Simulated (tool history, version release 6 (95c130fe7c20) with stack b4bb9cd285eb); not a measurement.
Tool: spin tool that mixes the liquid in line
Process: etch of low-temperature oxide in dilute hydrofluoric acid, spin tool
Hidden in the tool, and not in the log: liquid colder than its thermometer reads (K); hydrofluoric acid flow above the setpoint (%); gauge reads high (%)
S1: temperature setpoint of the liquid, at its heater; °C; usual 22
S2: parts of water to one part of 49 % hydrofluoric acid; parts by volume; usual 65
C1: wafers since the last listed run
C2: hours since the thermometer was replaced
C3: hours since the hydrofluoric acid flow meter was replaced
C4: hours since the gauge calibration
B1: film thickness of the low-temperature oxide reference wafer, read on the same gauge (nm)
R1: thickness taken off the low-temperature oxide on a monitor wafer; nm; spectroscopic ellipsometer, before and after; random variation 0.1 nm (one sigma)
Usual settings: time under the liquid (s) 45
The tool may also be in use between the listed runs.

{"run": 1, "hour": 0.0, "S1": 22, "S2": 65, "time under the liquid (s)": 60, "C1": 0, "C2": 976.9, "C3": 406.5, "C4": 445.6, "B1": 80.03, "R1": 25.61}
{"run": 2, "hour": 264.7, "S1": 22, "S2": 65, "time under the liquid (s)": 60, "C1": 2740, "C2": 1241.6, "C3": 671.2, "C4": 710.3, "B1": 80.01, "R1": 25.92}
{"run": 3, "hour": 363.2, "S1": 22, "S2": 65, "time under the liquid (s)": 45, "C1": 1019, "C2": 1340.1, "C3": 769.7, "C4": 808.8, "B1": 80.01, "R1": 19.63}
{"run": 4, "hour": 401.0, "S1": 22, "S2": 65, "time under the liquid (s)": 45, "C1": 391, "C2": 1377.9, "C3": 807.5, "C4": 846.6, "B1": 80.02, "R1": 19.62}
{"run": 5, "hour": 445.6, "S1": 22, "S2": 65, "time under the liquid (s)": 45, "C1": 461, "C2": 1422.5, "C3": 852.1, "C4": 891.2, "B1": 79.99, "R1": 19.67}
{"run": 6, "hour": 482.9, "S1": 25.5, "S2": 65, "time under the liquid (s)": 45, "C1": 386, "C2": 1459.8, "C3": 889.4, "C4": 928.5, "B1": 80, "R1": 22.75}
{"run": 7, "hour": 539.8, "S1": 25.5, "S2": 65, "time under the liquid (s)": 45, "C1": 589, "C2": 1516.7, "C3": 946.3, "C4": 985.4, "B1": 80, "R1": 22.73}
{"hour": 567.6, "done": "gauge calibrated"}
{"hour": 593.9, "done": "hydrofluoric acid flow meter replaced"}
{"run": 8, "hour": 595.9, "S1": 25.5, "S2": 65, "time under the liquid (s)": 45, "C1": 570, "C2": 1572.8, "C3": 2, "C4": 28.3, "B1": 79.98, "R1": 21.6}
{"run": 9, "hour": 663.3, "S1": 19.5, "S2": 45, "time under the liquid (s)": 25, "C1": 697, "C2": 1640.2, "C3": 69.4, "C4": 95.7, "B1": 80.01, "R1": 13.81}
{"hour": 666.9, "done": "thermometer replaced"}
{"run": 10, "hour": 701.5, "S1": 22, "S2": 65, "time under the liquid (s)": 45, "C1": 385, "C2": 34.6, "C3": 107.6, "C4": 133.9, "B1": 80.01, "R1": 19.19}
{"run": 11, "hour": 781.2, "S1": 17.5, "S2": 65, "time under the liquid (s)": 30, "C1": 825, "C2": 114.3, "C3": 187.3, "C4": 213.6, "B1": 79.97, "R1": 10.41}
{"run": 12, "hour": 856.3, "S1": 22, "S2": 65, "time under the liquid (s)": 45, "C1": 777, "C2": 189.4, "C3": 262.4, "C4": 288.7, "B1": 79.99, "R1": 19.17}
{"run": 13, "hour": 922.7, "S1": 22, "S2": 50, "time under the liquid (s)": 45, "C1": 687, "C2": 255.8, "C3": 328.8, "C4": 355.1, "B1": 80.02, "R1": 25.24}
{"run": 14, "hour": 991.3, "S1": 19, "S2": 55, "time under the liquid (s)": 40, "C1": 710, "C2": 324.4, "C3": 397.4, "C4": 423.7, "B1": 79.97, "R1": 18.12}
{"run": 15, "hour": 1054.0, "S1": 27, "S2": 50, "time under the liquid (s)": 25, "C1": 649, "C2": 387.1, "C3": 460.1, "C4": 486.4, "B1": 80, "R1": 17.56}
{"run": 16, "hour": 1134.2, "S1": 23.5, "S2": 35, "time under the liquid (s)": 45, "C1": 830, "C2": 467.3, "C3": 540.3, "C4": 566.6, "B1": 80.01, "R1": 39.98}
{"run": 17, "hour": 1214.4, "S1": 26.5, "S2": 65, "time under the liquid (s)": 45, "C1": 830, "C2": 547.5, "C3": 620.5, "C4": 646.8, "B1": 79.99, "R1": 23.31}

How the hidden state differs across the entries between the runs, from the last listed run before each to the first after it:
Between runs 7 and 8: gauge calibrated (hour 567.6); hydrofluoric acid flow meter replaced (hour 593.9)
  hydrofluoric acid flow above the setpoint (%): 5.15 -> 0.65
  measured less the result without the state, R1: +1.21 -> +0.16 nm
Between runs 9 and 10: thermometer replaced (hour 666.9)
  hydrofluoric acid flow above the setpoint (%): 0.975 -> 1.16
  measured less the result without the state, R1: +0.14 -> +0.23 nm
